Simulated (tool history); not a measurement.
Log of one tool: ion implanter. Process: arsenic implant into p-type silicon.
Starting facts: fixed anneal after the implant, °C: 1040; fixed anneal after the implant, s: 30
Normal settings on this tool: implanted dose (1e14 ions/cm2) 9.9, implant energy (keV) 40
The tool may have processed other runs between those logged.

| run | hour | implanted dose (1e14 ions/cm2) | implant energy (keV) | read-back reference wafer on the same gauge, sheet resistance | sheet resistance of the implanted and annealed layer (ohm/square) |
|---|---|---|---|---|---|
| 1 | 0 | 9.9 | 40 | 122.12 | 107.47 |
| 2 | 52.8 | 9.9 | 40 | 121.93 | 106.95 |
| 3 | 102.7 | 9.9 | 40 | 122 | 107.32 |
| 4 | 150.5 | 9.9 | 40 | 122.01 | 107.16 |
| 5 | 196.4 | 10.89 | 40 | 122.05 | 100.48 |
| 6 | 259 | 10.89 | 40 | 121.98 | 101.29 |
| 7 | 337.9 | 10.89 | 40 | 122.01 | 101.36 |
| 8 | 381.6 | 9.9 | 36.5 | 122.1 | 109.89 |
|  | 426.6 | Faraday cup replaced and dose calibrated |
| 9 | 465.2 | 9.9 | 36.5 | 121.9 | 107.43 |
|  | 507.9 | extraction supply calibrated |
| 10 | 548.9 | 9.9 | 36.5 | 122.1 | 106.91 |
| 11 | 711.2 | 9.9 | 35.5 | 122.03 | 107.45 |
| 12 | 789.7 | 11.79 | 40 | 121.94 | 93.44 |
| 13 | 857.4 | 9.9 | 40 | 121.97 | 105.86 |
| 14 | 956.8 | 9.9 | 40 | 121.9 | 105.59 |
| 15 | 995.6 | 9.19 | 40 | 121.94 | 111.96 |
| 16 | 1058.9 | 12.57 | 34 | 122.06 | 92.54 |
| 17 | 1125.5 | 8.61 | 44.5 | 121.84 | 115.59 |
| 18 | 1225.8 | 9.9 | 40 | 121.91 | 106.62 |
| 19 | 1273.2 | 9.9 | 40 | 121.93 | 106.66 |
|  | 1313.8 | gauge calibrated |
| 20 | 1329.8 | 7.55 | 27.5 | 122.04 | 136.84 |
| 21 | 1433.7 | 8.12 | 35 | 122.07 | 125.88 |
| 22 | 1490.6 | 10.98 | 50.5 | 121.95 | 96.75 |
| 23 | 1549.3 | 9.9 | 40 | 121.85 | 108.4 |
| 24 | 1672.8 | 9.9 | 46.5 | 121.95 | 107.32 |
| 25 | 1716.1 | 8.64 | 27 | 122.07 | 127.21 |
| 26 | 1756.2 | 9.9 | 40 | 122.04 | 109.93 |
|  | 1807 | Faraday cup replaced and dose calibrated |
| 27 | 1859.3 | 9.9 | 40 | 122.01 | 106.55 |
| 28 | 1966.2 | 12.04 | 52.5 | 122.06 | 88.49 |
| 29 | 2032.4 | 7.62 | 32.5 | 121.96 | 132.2 |
| 30 | 2124.5 | 9.9 | 40 | 122 | 106.45 |
| 31 | 2173.9 | 9.9 | 40 | 122.01 | 106.38 |
| 32 | 2263.3 | 12.48 | 26.5 | 122.1 | 97.09 |
| 33 | 2318.5 | 9.9 | 32.5 | 122.14 | 110.06 |
| 34 | 2359.8 | 11.73 | 47.5 | 121.95 | 92.62 |
| 35 | 2445.5 | 9.9 | 52 | 122 | 102.68 |
| 36 | 2538.6 | 7.23 | 35 | 122.11 | 137.72 |
| 37 | 2644.6 | 9.9 | 40 | 122.03 | 108.07 |
| 38 | 2714.1 | 9.9 | 40 | 121.97 | 107.83 |

3 options for the next run, each taken on its own from the tool as it stands now. Forecast them:
| A | 2714.5 | 9.9 | 40 | ? | ? |
| B | 2714.5 | 12.22 | 30 | ? | ? |
| C | 2714.5 | 8.13 | 52 | ? | ? |

| run | read-back reference wafer on the same gauge, sheet resistance | sheet resistance of the implanted and annealed layer (ohm/square) |
|---|---|---|
| A | 121.91 | 108.33 |
| B | 121.91 | 97.61 |
| C | 121.91 | 120.65 |
Take away the tool's hidden state, keep each run's random variation, and the runs would have read:
| run | sheet resistance of the implanted and annealed layer (ohm/square) |
|---|---|
| A | 105.83 |
| B | 95.58 |
| C | 117.71 |

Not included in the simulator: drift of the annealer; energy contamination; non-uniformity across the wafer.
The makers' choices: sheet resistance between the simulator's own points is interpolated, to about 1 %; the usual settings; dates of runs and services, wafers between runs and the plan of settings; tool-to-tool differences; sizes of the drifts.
